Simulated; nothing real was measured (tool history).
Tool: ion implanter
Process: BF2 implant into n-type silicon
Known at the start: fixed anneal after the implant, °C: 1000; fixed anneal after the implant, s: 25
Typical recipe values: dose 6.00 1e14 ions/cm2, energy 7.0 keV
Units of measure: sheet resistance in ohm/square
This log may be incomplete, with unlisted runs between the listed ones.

run   hour  dose  energy  read-back reference wafer on the same gauge, sheet resistance  sheet resistance
  1    0.0  4.88     7.0                                                         277.88            316.94
  2   20.7  6.00     7.0                                                         278.10            286.36
  3   44.2  5.51     8.0                                                         278.15            283.48
      46.0  -- gauge calibrated
  4   62.2  5.51     8.0                                                         277.76            283.73
  5   93.5  6.00     7.0                                                         277.76            286.60
  6  126.6  6.00     7.0                                                         277.98            284.91
  7  151.1  6.00     7.0                                                         277.90            285.20
  8  169.2  6.00     7.0                                                         278.27            285.36
  9  183.6  6.00     7.0                                                         277.67            284.44
 10  200.0  5.61     7.0                                                         278.34            294.15
 11  229.3  5.61     7.0                                                         277.92            294.99
 12  243.9  5.61     7.0                                                         277.98            298.53
     262.5  -- Faraday cup replaced and dose calibrated
 13  271.4  6.00     7.0                                                         277.78            285.17
 14  304.4  6.00     8.0                                                         278.11            272.46
 15  322.5  7.04     7.0                                                         277.95            263.67
 16  352.5  6.00     7.0                                                         278.06            283.96
 17  383.9  6.00     5.0                                                         278.15            317.71
     423.1  -- extraction supply calibrated
 18  427.1  4.50     9.5                                                         277.83            302.29
 19  456.3  6.67     9.0                                                         277.84            251.14
 20  478.3  7.15     5.5                                                         277.80            282.88
 21  506.2  5.30     9.0                                                         278.36            278.66
     514.3  -- gauge calibrated
 22  524.4  7.27     7.0                                                         277.99            260.40
 23  547.5  4.45     8.0                                                         278.04            320.80

Forecast run 24:
 24  561.1  6.68     7.0                                                              ?                 ?

For run 24 the tool returned read-back reference wafer on the same gauge, sheet resistance 278.04, sheet resistance 271.42 ohm/square.
Had the tool carried no hidden state, the very same run would have given sheet resistance 271.42 ohm/square.
